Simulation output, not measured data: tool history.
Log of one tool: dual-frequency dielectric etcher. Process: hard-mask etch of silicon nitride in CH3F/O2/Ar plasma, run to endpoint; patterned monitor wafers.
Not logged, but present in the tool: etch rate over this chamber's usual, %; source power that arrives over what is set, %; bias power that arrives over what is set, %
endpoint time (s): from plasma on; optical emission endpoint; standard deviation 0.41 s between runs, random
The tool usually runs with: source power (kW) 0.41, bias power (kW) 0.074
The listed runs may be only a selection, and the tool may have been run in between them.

run	hour	source power (kW)	bias power (kW)	wafers since the last listed run	hours since the last wet clean	hours since the last source power generator calibration	hours since the last bias power generator calibration	hours since the last upper electrode change	incoming incoming film thickness, nm	endpoint time (s)
1	0	0.41	0.074	0	130.1	3907.7	3225.7	3255.7	46.1	60.6
2	61.1	0.41	0.074	915	191.2	3968.8	3286.8	3316.8	45.95	61.4
3	206.3	0.41	0.074	2174	336.4	4114	3432	3462	45.69	60.1
4	263	0.41	0.074	849	393.1	4170.7	3488.7	3518.7	46.07	61.2
# hour 295.9: upper electrode replaced
5	307.5	0.41	0.074	307	437.6	4215.2	3533.2	11.6	45.57	60.7
6	339.8	0.41	0.074	483	469.9	4247.5	3565.5	43.9	45.83	61
# hour 419.9: wet clean of the chamber
7	420.4	0.41	0.074	847	0.5	4328.1	3646.1	124.5	46.21	61.2
8	423.1	0.41	0.074	40	3.2	4330.8	3648.8	127.2	45.94	61
9	455.5	0.41	0.074	485	35.6	4363.2	3681.2	159.6	46.26	61.8
10	526.5	0.41	0.088	1063	106.6	4434.2	3752.2	230.6	46.05	56.6
11	572.9	0.41	0.074	694	153	4480.6	3798.6	277	45.99	60.7
12	636.8	0.41	0.074	957	216.9	4544.5	3862.5	340.9	46.24	61.4
13	673.8	0.41	0.074	554	253.9	4581.5	3899.5	377.9	46.06	60.7
14	742.1	0.47	0.074	1022	322.2	4649.8	3967.8	446.2	45.85	57.8
# hour 756.5: source power generator calibrated
15	811.7	0.47	0.074	982	391.8	55.2	4037.4	515.8	46	58.2
16	854.2	0.36	0.058	636	434.3	97.7	4079.9	558.3	46	69.6
17	887.6	0.45	0.057	500	467.7	131.1	4113.3	591.7	46.14	66.2
18	911.9	0.35	0.08	363	492	155.4	4137.6	616	46.27	62.6
19	942.4	0.35	0.058	456	522.5	185.9	4168.1	646.5	46.11	70.9
# hour 975.4: wet clean of the chamber
20	1011.6	0.41	0.074	676	36.2	255.1	4237.3	715.7	46.47	61.8
21	1052.2	0.37	0.074	608	76.8	295.7	4277.9	756.3	45.85	63.1
# hour 1094.7: bias power generator calibrated
22	1095.3	0.5	0.074	585	119.9	338.8	0.6	799.4	45.89	57
23	1124.9	0.45	0.057	443	149.5	368.4	30.2	829	45.89	65.1
24	1161	0.51	0.074	540	185.6	404.5	66.3	865.1	46.25	57.3
25	1197.1	0.45	0.067	540	221.7	440.6	102.4	901.2	46.19	61.9
26	1246.7	0.32	0.084	742	271.3	490.2	152	950.8	45.88	62.5
27	1308.4	0.5	0.065	924	333	551.9	213.7	1012.5	46.1	60
28	1362.8	0.41	0.074	814	387.4	606.3	268.1	1066.9	45.83	60.6
29	1396.4	0.32	0.086	503	421	639.9	301.7	1100.5	45.57	61.8
# hour 1445: wet clean of the chamber
30	1452.3	0.48	0.082	477	7.3	695.8	357.6	1156.4	46.23	55.6
31	1493.8	0.49	0.074	621	48.8	737.3	399.1	1197.9	46.27	57.9
32	1519.7	0.41	0.074	387	74.7	763.2	425	1223.8	46.19	61
33	1556.2	0.41	0.074	546	111.2	799.7	461.5	1260.3	45.67	60.4
34	1628	0.45	0.069	1075	183	871.5	533.3	1332.1	45.53	60.5
35	1671.8	0.41	0.074	655	226.8	915.3	577.1	1375.9	46.42	61.6
36	1707.2	0.41	0.074	530	262.2	950.7	612.5	1411.3	46.16	61

Take each entry between the runs: how does the hidden state at the last listed run before it differ from the hidden state at the first listed run after it?
From run 4 to run 5: upper electrode replaced (hour 295.9)
  no hidden state differs between the two runs
From run 6 to run 7: wet clean of the chamber (hour 419.9)
  no hidden state differs between the two runs
From run 14 to run 15: source power generator calibrated (hour 756.5)
  no hidden state differs between the two runs
From run 19 to run 20: wet clean of the chamber (hour 975.4)
  no hidden state differs between the two runs
From run 21 to run 22: bias power generator calibrated (hour 1094.7)
  no hidden state differs between the two runs
From run 29 to run 30: wet clean of the chamber (hour 1445)
  no hidden state differs between the two runs
